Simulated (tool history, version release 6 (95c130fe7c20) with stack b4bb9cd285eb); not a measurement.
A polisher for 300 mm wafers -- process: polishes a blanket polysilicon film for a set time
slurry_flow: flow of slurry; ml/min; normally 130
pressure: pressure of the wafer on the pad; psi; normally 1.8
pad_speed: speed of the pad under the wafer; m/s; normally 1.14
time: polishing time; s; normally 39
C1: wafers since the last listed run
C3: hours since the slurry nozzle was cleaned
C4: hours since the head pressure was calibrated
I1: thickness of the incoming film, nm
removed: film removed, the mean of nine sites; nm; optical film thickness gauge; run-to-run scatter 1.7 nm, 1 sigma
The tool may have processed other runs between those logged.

run 1 day=0 | slurry_flow=110 pressure=1.8 pad_speed=1.14 time=39 | C1=0 wafers_polished_on_this_pad=611 C3=383.7 C4=1172.7 | I1=1273.1 | removed=269.7
run 2 day=0.288 | slurry_flow=130 pressure=1.8 pad_speed=1.14 time=39 | C1=58 wafers_polished_on_this_pad=669 C3=390.6 C4=1179.6 | I1=1278.2 | removed=279.5
run 3 day=0.717 | slurry_flow=160 pressure=1.7 pad_speed=1.14 time=39 | C1=86 wafers_polished_on_this_pad=756 C3=400.9 C4=1189.9 | I1=1273.4 | removed=272.4
run 4 day=1.238 | slurry_flow=130 pressure=1.8 pad_speed=1.14 time=39 | C1=105 wafers_polished_on_this_pad=861 C3=413.4 C4=1202.4 | I1=1261.1 | removed=279.9
-- day=2.925 worn pad replaced by a new one
run 5 day=2.975 | slurry_flow=130 pressure=1.8 pad_speed=1.14 time=44 | C1=318 wafers_polished_on_this_pad=10 C3=455.1 C4=1244.1 | I1=1277 | removed=313.9
run 6 day=3.308 | slurry_flow=130 pressure=1.8 pad_speed=1.14 time=44 | C1=67 wafers_polished_on_this_pad=77 C3=463.1 C4=1252.1 | I1=1251.7 | removed=311.6
run 7 day=3.721 | slurry_flow=130 pressure=1.8 pad_speed=1.14 time=39 | C1=83 wafers_polished_on_this_pad=161 C3=473 C4=1262 | I1=1273.2 | removed=279.5
run 8 day=4.042 | slurry_flow=130 pressure=1.8 pad_speed=1.14 time=39 | C1=65 wafers_polished_on_this_pad=226 C3=480.7 C4=1269.7 | I1=1282.9 | removed=281.6
-- day=5.079 slurry nozzle cleaned
-- day=5.742 head pressure recalibrated
run 9 day=5.762 | slurry_flow=130 pressure=1.8 pad_speed=1.14 time=39 | C1=323 wafers_polished_on_this_pad=549 C3=16.4 C4=0.5 | I1=1280.3 | removed=280.8
run 10 day=6.038 | slurry_flow=130 pressure=1.8 pad_speed=1.14 time=39 | C1=55 wafers_polished_on_this_pad=605 C3=23 C4=7.1 | I1=1258.6 | removed=278.8
run 11 day=6.542 | slurry_flow=130 pressure=1.8 pad_speed=1.14 time=39 | C1=102 wafers_polished_on_this_pad=707 C3=35.1 C4=19.2 | I1=1275.6 | removed=280.1
run 12 day=6.883 | slurry_flow=130 pressure=1.8 pad_speed=1.14 time=39 | C1=69 wafers_polished_on_this_pad=777 C3=43.3 C4=27.4 | I1=1268.2 | removed=282
run 13 day=7.267 | slurry_flow=130 pressure=1.8 pad_speed=1.14 time=39 | C1=77 wafers_polished_on_this_pad=854 C3=52.5 C4=36.6 | I1=1284.2 | removed=277.8
run 14 day=7.8 | slurry_flow=130 pressure=1.8 pad_speed=1.14 time=35 | C1=108 wafers_polished_on_this_pad=962 C3=65.3 C4=49.4 | I1=1275.3 | removed=248.1
run 15 day=8.133 | slurry_flow=130 pressure=1.8 pad_speed=1.14 time=35 | C1=67 wafers_polished_on_this_pad=1030 C3=73.3 C4=57.4 | I1=1281.9 | removed=252.9
run 16 day=8.708 | slurry_flow=150 pressure=1.8 pad_speed=1.14 time=39 | C1=116 wafers_polished_on_this_pad=1147 C3=87.1 C4=71.2 | I1=1283.3 | removed=286.5
run 17 day=9.333 | slurry_flow=145 pressure=1.3 pad_speed=1.3 time=49 | C1=126 wafers_polished_on_this_pad=1273 C3=102.1 C4=86.2 | I1=1258.3 | removed=282.9
run 18 day=9.612 | slurry_flow=130 pressure=1.8 pad_speed=1.14 time=39 | C1=56 wafers_polished_on_this_pad=1330 C3=108.8 C4=92.9 | I1=1290 | removed=279.5
run 19 day=10.133 | slurry_flow=105 pressure=1.8 pad_speed=1.14 time=39 | C1=105 wafers_polished_on_this_pad=1435 C3=121.3 C4=105.4 | I1=1274.1 | removed=267.4
run 20 day=10.467 | slurry_flow=145 pressure=1.8 pad_speed=1.14 time=39 | C1=67 wafers_polished_on_this_pad=1503 C3=129.3 C4=113.4 | I1=1299.3 | removed=283.5
-- day=10.654 worn pad replaced by a new one
run 21 day=10.746 | slurry_flow=130 pressure=1.8 pad_speed=1.14 time=39 | C1=22 wafers_polished_on_this_pad=18 C3=136 C4=120.1 | I1=1291.4 | removed=281.6
run 22 day=11.262 | slurry_flow=90 pressure=1.6 pad_speed=1.02 time=31 | C1=104 wafers_polished_on_this_pad=123 C3=148.4 C4=132.5 | I1=1290.5 | removed=170.2
run 23 day=11.804 | slurry_flow=130 pressure=1.8 pad_speed=1.14 time=51 | C1=109 wafers_polished_on_this_pad=233 C3=161.4 C4=145.5 | I1=1293.1 | removed=366.3
run 24 day=12.483 | slurry_flow=90 pressure=1.5 pad_speed=1.28 time=39 | C1=137 wafers_polished_on_this_pad=371 C3=177.7 C4=161.8 | I1=1296.6 | removed=235.6
run 25 day=13.071 | slurry_flow=115 pressure=1.8 pad_speed=1.14 time=39 | C1=119 wafers_polished_on_this_pad=490 C3=191.8 C4=175.9 | I1=1294.9 | removed=272.5
run 26 day=13.733 | slurry_flow=130 pressure=1.6 pad_speed=1.14 time=39 | C1=134 wafers_polished_on_this_pad=624 C3=207.7 C4=191.8 | I1=1283.2 | removed=248.4
run 27 day=14.467 | slurry_flow=130 pressure=1.8 pad_speed=1.14 time=39 | C1=148 wafers_polished_on_this_pad=773 C3=225.3 C4=209.4 | I1=1260.5 | removed=281.8
run 28 day=15.004 | slurry_flow=130 pressure=1.8 pad_speed=1.14 time=39 | C1=108 wafers_polished_on_this_pad=882 C3=238.2 C4=222.3 | I1=1257.2 | removed=280.4
run 29 day=15.283 | slurry_flow=155 pressure=1.8 pad_speed=1.14 time=39 | C1=56 wafers_polished_on_this_pad=938 C3=244.9 C4=229 | I1=1259.4 | removed=288.7

Run 30 has not been measured yet. What should we expect?
run 30 day=15.808 | slurry_flow=155 pressure=1.4 pad_speed=1.34 time=39 | C1=106 wafers_polished_on_this_pad=1045 C3=257.5 C4=241.6 | I1=1296.8 | removed=?

For run 30 the tool returned removed 251.7 nm.
The same run, on a tool lacking any hidden state, would have yielded removed 251.7 nm.
